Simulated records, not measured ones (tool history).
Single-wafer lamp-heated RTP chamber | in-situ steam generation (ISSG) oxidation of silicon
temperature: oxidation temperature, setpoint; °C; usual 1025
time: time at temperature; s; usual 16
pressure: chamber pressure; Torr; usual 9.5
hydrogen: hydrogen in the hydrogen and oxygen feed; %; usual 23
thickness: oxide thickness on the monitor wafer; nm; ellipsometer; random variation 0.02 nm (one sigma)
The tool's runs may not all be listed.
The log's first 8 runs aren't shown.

run,day,temperature,time,pressure,hydrogen,wafers since the last listed run,wafers since the last pyrometer calibration,hours since the pressure gauge was zeroed,hours since the hydrogen flow controller was replaced,hours since the gauge calibration,"read-back reference wafer on the same gauge, thickness",thickness
9,26.129,1025,16,9.5,23,914,5157,1295.1,5886.3,1873.5,3.921,4.856
10,28.121,1025,16,9.5,23,547,5704,1342.9,5934.1,1921.3,3.919,4.895
# day 30.917: pyrometer window cleaned and pyrometer calibrated
11,31.588,1025,16,9.5,23,860,183,1426.1,6017.3,2004.5,3.919,4.885
12,34.888,1025,16,9.5,23,906,1090,1505.3,6096.5,2083.7,3.919,4.918
# day 36.596: pressure gauge zeroed
13,36.842,1025,16,9.5,23,445,1535,5.9,6143.4,2130.6,3.918,4.889
14,39.392,1025,16,9.5,23,700,2236,67.1,6204.6,2191.8,3.918,4.877
15,42.650,1025,16,9.5,23,895,3131,145.3,6282.8,2270.0,3.919,4.899
16,45.450,1025,11,10.2,27,769,3900,212.5,6350.0,2337.2,3.916,4.214
17,49.592,1025,16,9.5,14,1137,5038,311.9,6449.4,2436.6,3.919,4.378
# day 51.546: hydrogen flow controller replaced
18,52.404,1041,14,9.5,27,681,5719,379.4,20.6,2504.1,3.915,5.136
19,53.933,1025,16,9.5,23,420,6139,416.1,57.3,2540.8,3.919,4.888
20,56.704,1038,19,9.5,23,761,6900,482.6,123.8,2607.3,3.917,5.633
# day 58.046: pyrometer window cleaned and pyrometer calibrated
# day 60.092: gauge calibrated
21,60.783,1025,16,9.5,23,1029,751,580.5,221.7,16.6,3.923,4.892
22,62.683,1017,10,9.5,23,521,1273,626.1,267.3,62.2,3.923,3.818
23,65.842,1015,13,10.2,16,867,2141,701.9,343.1,138.0,3.920,3.867
24,68.992,1036,22,9.1,29,865,3006,777.5,418.7,213.6,3.918,6.437
25,71.433,1015,13,10.2,16,670,3677,836.1,477.3,272.2,3.918,3.862
26,75.208,1045,19,9.5,18,1037,4714,926.7,567.9,362.8,3.924,5.530
27,77.667,1010,21,10.0,27,675,5389,985.7,626.9,421.8,3.922,5.342
28,81.679,1044,16,9.5,16,1102,6491,1082.0,723.2,518.1,3.921,4.926
29,83.646,1033,13,9.5,23,540,7032,1129.2,770.4,565.3,3.917,4.579
# day 85.258: pyrometer window cleaned and pyrometer calibrated
30,85.542,1025,13,10.2,23,429,77,1174.7,815.9,610.8,3.922,4.379
31,89.379,1025,14,10.0,15,1054,1131,1266.8,908.0,702.9,3.920,4.148

4 ways to go on from here, each from the tool as it stands after run 31. What would each give?
A,89.396,1025,16,9.5,23,4,1136,1267.2,908.4,703.3,?,?
B,89.396,1020,16,9.5,30,4,1136,1267.2,908.4,703.3,?,?
C,89.396,1008,14,10.1,13,4,1136,1267.2,908.4,703.3,?,?
D,89.396,1013,21,9.5,26,4,1136,1267.2,908.4,703.3,?,?

run,"read-back reference wafer on the same gauge, thickness",thickness
A,3.925,4.895
B,3.925,5.098
C,3.925,3.738
D,3.925,5.431
Without the tool's hidden state the same runs would have given:
run,thickness
A,4.895
B,5.098
C,3.738
D,5.431
